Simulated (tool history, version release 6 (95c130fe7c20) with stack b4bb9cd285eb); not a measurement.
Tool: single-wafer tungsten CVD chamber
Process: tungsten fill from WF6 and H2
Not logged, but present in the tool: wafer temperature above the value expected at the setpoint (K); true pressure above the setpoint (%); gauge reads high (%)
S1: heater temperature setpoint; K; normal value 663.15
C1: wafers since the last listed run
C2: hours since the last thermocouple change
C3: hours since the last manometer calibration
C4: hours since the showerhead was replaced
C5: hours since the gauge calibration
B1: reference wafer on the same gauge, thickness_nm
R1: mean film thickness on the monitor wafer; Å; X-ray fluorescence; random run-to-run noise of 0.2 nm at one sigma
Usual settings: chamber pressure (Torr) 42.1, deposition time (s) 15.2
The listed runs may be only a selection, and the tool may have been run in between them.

run 1 hour=0 | S1=663.15 chamber_pressure_(Torr)=42.1 deposition_time_(s)=15.2 | C1=0 C2=259.9 C3=2068.7 C4=5816 C5=660.4 | B1=49.571 | R1=431
run 2 hour=50.8 | S1=663.15 chamber_pressure_(Torr)=42.1 deposition_time_(s)=15.2 | C1=1080 C2=310.7 C3=2119.5 C4=5866.8 C5=711.2 | B1=49.632 | R1=428.52
run 3 hour=101.7 | S1=663.15 chamber_pressure_(Torr)=42.1 deposition_time_(s)=15.2 | C1=1082 C2=361.6 C3=2170.4 C4=5917.7 C5=762.1 | B1=49.612 | R1=436.78
run 4 hour=130.9 | S1=663.15 chamber_pressure_(Torr)=42.1 deposition_time_(s)=15.2 | C1=621 C2=390.8 C3=2199.6 C4=5946.9 C5=791.3 | B1=49.554 | R1=434.17
run 5 hour=188.3 | S1=663.15 chamber_pressure_(Torr)=34.6 deposition_time_(s)=15.2 | C1=1221 C2=448.2 C3=2257 C4=6004.3 C5=848.7 | B1=49.564 | R1=401.76
run 6 hour=216.1 | S1=663.15 chamber_pressure_(Torr)=42.1 deposition_time_(s)=15.2 | C1=591 C2=476 C3=2284.8 C4=6032.1 C5=876.5 | B1=49.584 | R1=432.08
run 7 hour=273.8 | S1=663.15 chamber_pressure_(Torr)=42.1 deposition_time_(s)=15.2 | C1=1227 C2=533.7 C3=2342.5 C4=6089.8 C5=934.2 | B1=49.584 | R1=430.86
run 8 hour=336.6 | S1=674.15 chamber_pressure_(Torr)=42.1 deposition_time_(s)=13.6 | C1=1335 C2=596.5 C3=2405.3 C4=6152.6 C5=997 | B1=49.617 | R1=466.82
run 9 hour=395.3 | S1=663.15 chamber_pressure_(Torr)=42.1 deposition_time_(s)=15.2 | C1=1248 C2=655.2 C3=2464 C4=6211.3 C5=1055.7 | B1=49.591 | R1=432
run 10 hour=465.6 | S1=663.15 chamber_pressure_(Torr)=42.1 deposition_time_(s)=15.2 | C1=1495 C2=725.5 C3=2534.3 C4=6281.6 C5=1126 | B1=49.667 | R1=434.46
run 11 hour=501 | S1=663.15 chamber_pressure_(Torr)=42.1 deposition_time_(s)=15.2 | C1=753 C2=760.9 C3=2569.7 C4=6317 C5=1161.4 | B1=49.56 | R1=432.99
run 12 hour=542.4 | S1=663.15 chamber_pressure_(Torr)=42.1 deposition_time_(s)=15.2 | C1=880 C2=802.3 C3=2611.1 C4=6358.4 C5=1202.8 | B1=49.564 | R1=434.18
run 13 hour=569.4 | S1=663.15 chamber_pressure_(Torr)=42.1 deposition_time_(s)=15.2 | C1=574 C2=829.3 C3=2638.1 C4=6385.4 C5=1229.8 | B1=49.63 | R1=430.64
run 14 hour=634.6 | S1=663.15 chamber_pressure_(Torr)=42.1 deposition_time_(s)=15.2 | C1=1386 C2=894.5 C3=2703.3 C4=6450.6 C5=1295 | B1=49.612 | R1=428.64
run 15 hour=658.8 | S1=654.15 chamber_pressure_(Torr)=42.1 deposition_time_(s)=15.2 | C1=514 C2=918.7 C3=2727.5 C4=6474.8 C5=1319.2 | B1=49.641 | R1=370.46
run 16 hour=699.3 | S1=667.15 chamber_pressure_(Torr)=42.1 deposition_time_(s)=16.8 | C1=861 C2=959.2 C3=2768 C4=6515.3 C5=1359.7 | B1=49.591 | R1=512.14
-- hour=718 gauge calibrated
-- hour=785 thermocouple changed; heater temperature recalibrated
run 17 hour=789 | S1=663.15 chamber_pressure_(Torr)=48.9 deposition_time_(s)=15.2 | C1=1737 C2=4 C3=2857.7 C4=6605 C5=71 | B1=49.6 | R1=458.46
run 18 hour=857.8 | S1=652.15 chamber_pressure_(Torr)=36.6 deposition_time_(s)=16.5 | C1=1463 C2=72.8 C3=2926.5 C4=6673.8 C5=139.8 | B1=49.58 | R1=370.06
run 19 hour=898.2 | S1=663.15 chamber_pressure_(Torr)=34.8 deposition_time_(s)=15.2 | C1=859 C2=113.2 C3=2966.9 C4=6714.2 C5=180.2 | B1=49.609 | R1=401.76
-- hour=953 capacitance manometer re-zeroed and calibrated
run 20 hour=963.6 | S1=663.15 chamber_pressure_(Torr)=42.1 deposition_time_(s)=15.2 | C1=1221 C2=178.6 C3=10.6 C4=6779.6 C5=245.6 | B1=49.573 | R1=434.27
run 21 hour=1014.8 | S1=663.15 chamber_pressure_(Torr)=42.1 deposition_time_(s)=15.2 | C1=1089 C2=229.8 C3=61.8 C4=6830.8 C5=296.8 | B1=49.601 | R1=433.31
run 22 hour=1049.2 | S1=671.15 chamber_pressure_(Torr)=45.3 deposition_time_(s)=14 | C1=731 C2=264.2 C3=96.2 C4=6865.2 C5=331.2 | B1=49.638 | R1=469.01
-- hour=1071.8 showerhead replaced
run 23 hour=1087.1 | S1=663.15 chamber_pressure_(Torr)=42.1 deposition_time_(s)=15.2 | C1=636 C2=302.1 C3=134.1 C4=15.3 C5=369.1 | B1=49.547 | R1=430.88
run 24 hour=1134.5 | S1=658.15 chamber_pressure_(Torr)=36.9 deposition_time_(s)=15.2 | C1=1008 C2=349.5 C3=181.5 C4=62.7 C5=416.5 | B1=49.642 | R1=380.02
run 25 hour=1190.4 | S1=652.15 chamber_pressure_(Torr)=52.3 deposition_time_(s)=17.9 | C1=1189 C2=405.4 C3=237.4 C4=118.6 C5=472.4 | B1=49.648 | R1=451.53
run 26 hour=1262.8 | S1=663.15 chamber_pressure_(Torr)=32.5 deposition_time_(s)=13.8 | C1=1540 C2=477.8 C3=309.8 C4=191 C5=544.8 | B1=49.644 | R1=359.81
run 27 hour=1290.8 | S1=674.15 chamber_pressure_(Torr)=42.1 deposition_time_(s)=17.2 | C1=595 C2=505.8 C3=337.8 C4=219 C5=572.8 | B1=49.61 | R1=586.66
run 28 hour=1341.1 | S1=668.15 chamber_pressure_(Torr)=37.4 deposition_time_(s)=15.2 | C1=1069 C2=556.1 C3=388.1 C4=269.3 C5=623.1 | B1=49.589 | R1=451.14

Run-by-run hidden state of the tool:
wafer temperature above the value expected at the setpoint (K): 0, the same for each run
true pressure above the setpoint (%): 0, the same for each run
gauge reads high (%): 0, the same for each run

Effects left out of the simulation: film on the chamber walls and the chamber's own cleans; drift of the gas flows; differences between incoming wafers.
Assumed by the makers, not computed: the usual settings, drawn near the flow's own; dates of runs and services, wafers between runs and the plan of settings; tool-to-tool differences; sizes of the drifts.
